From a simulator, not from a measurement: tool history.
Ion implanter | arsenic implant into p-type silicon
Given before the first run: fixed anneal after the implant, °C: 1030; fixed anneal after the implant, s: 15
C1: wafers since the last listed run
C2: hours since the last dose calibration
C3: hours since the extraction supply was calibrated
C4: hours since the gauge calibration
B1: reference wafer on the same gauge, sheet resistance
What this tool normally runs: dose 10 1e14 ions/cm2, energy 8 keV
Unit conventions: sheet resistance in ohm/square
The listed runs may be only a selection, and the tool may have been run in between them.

run 1 day=0 | dose=10 energy=8 | C1=0 C2=233.1 C3=1702.4 C4=274.2 | B1=146.01 | sheet_resistance=135.11
run 2 day=2.812 | dose=10 energy=8 | C1=867 C2=300.6 C3=1769.9 C4=341.7 | B1=146.2 | sheet_resistance=135.57
run 3 day=4.475 | dose=10 energy=8 | C1=512 C2=340.5 C3=1809.8 C4=381.6 | B1=145.87 | sheet_resistance=134.8
run 4 day=7.225 | dose=10 energy=8 | C1=848 C2=406.5 C3=1875.8 C4=447.6 | B1=146.14 | sheet_resistance=135.27
run 5 day=9.171 | dose=10 energy=8 | C1=600 C2=453.2 C3=1922.5 C4=494.3 | B1=146.09 | sheet_resistance=135.04
run 6 day=10.312 | dose=12.27 energy=8 | C1=352 C2=480.6 C3=1949.9 C4=521.7 | B1=145.84 | sheet_resistance=122.17
run 7 day=11.342 | dose=12.27 energy=8 | C1=317 C2=505.3 C3=1974.6 C4=546.4 | B1=146.06 | sheet_resistance=122.38
run 8 day=13.417 | dose=10 energy=8 | C1=640 C2=555.1 C3=2024.4 C4=596.2 | B1=146.2 | sheet_resistance=132.75
run 9 day=14.821 | dose=10 energy=8 | C1=433 C2=588.8 C3=2058.1 C4=629.9 | B1=145.83 | sheet_resistance=133.11
run 10 day=16.483 | dose=10 energy=8 | C1=512 C2=628.7 C3=2098 C4=669.8 | B1=145.99 | sheet_resistance=132.49
-- day=17.088 gauge calibrated
run 11 day=18.154 | dose=10 energy=8 | C1=515 C2=668.8 C3=2138.1 C4=25.6 | B1=146.11 | sheet_resistance=133.02
run 12 day=20.121 | dose=11.72 energy=5.5 | C1=606 C2=716 C3=2185.3 C4=72.8 | B1=145.8 | sheet_resistance=127.22
-- day=20.479 Faraday cup replaced and dose calibrated
run 13 day=23.071 | dose=10 energy=8 | C1=807 C2=62.2 C3=2256.1 C4=143.6 | B1=146.27 | sheet_resistance=135.73
run 14 day=25.104 | dose=9.23 energy=5.5 | C1=627 C2=111 C3=2304.9 C4=192.4 | B1=145.98 | sheet_resistance=145.04
run 15 day=27.8 | dose=8.71 energy=10 | C1=831 C2=175.7 C3=2369.6 C4=257.1 | B1=146.06 | sheet_resistance=142.44
run 16 day=29.604 | dose=10 energy=8 | C1=556 C2=219 C3=2412.9 C4=300.4 | B1=146.01 | sheet_resistance=135.27
-- day=32.296 extraction supply calibrated
run 17 day=32.317 | dose=11.13 energy=10 | C1=733 C2=284.1 C3=0.5 C4=365.5 | B1=145.91 | sheet_resistance=124.58
run 18 day=34.188 | dose=12.62 energy=10.5 | C1=577 C2=329 C3=45.4 C4=410.4 | B1=146 | sheet_resistance=117.94
run 19 day=35.479 | dose=7.37 energy=6.5 | C1=398 C2=360 C3=76.4 C4=441.4 | B1=145.97 | sheet_resistance=161.67
run 20 day=38.071 | dose=8.71 energy=10 | C1=799 C2=422.2 C3=138.6 C4=503.6 | B1=145.86 | sheet_resistance=141.51
run 21 day=39.246 | dose=7.16 energy=8 | C1=362 C2=450.4 C3=166.8 C4=531.8 | B1=146.23 | sheet_resistance=160.44
run 22 day=40.446 | dose=12.9 energy=6.5 | C1=370 C2=479.2 C3=195.6 C4=560.6 | B1=146.01 | sheet_resistance=122.43
run 23 day=42.846 | dose=8.25 energy=6.5 | C1=740 C2=536.8 C3=253.2 C4=618.2 | B1=145.91 | sheet_resistance=151.19

Exercise: give the hidden state of the tool at every run:
deviation of the true energy from its setpoint, %: 0 on each run
gauge reads high (%): 0 on each run
H1: deviation of the true dose from the Faraday cup's reading, %
run=1 H1=0.34
run=2 H1=0.744
run=3 H1=1.03
run=4 H1=1.58
run=5 H1=2.03
run=6 H1=2.32
run=7 H1=2.59
run=8 H1=3.18
run=9 H1=3.62
run=10 H1=4.16
run=11 H1=4.74
run=12 H1=5.48
run=13 H1=0.493
run=14 H1=0.587
run=15 H1=0.795
run=16 H1=0.987
run=17 H1=1.35
run=18 H1=1.66
run=19 H1=1.9
run=20 H1=2.45
run=21 H1=2.72
run=22 H1=3.02
run=23 H1=3.68
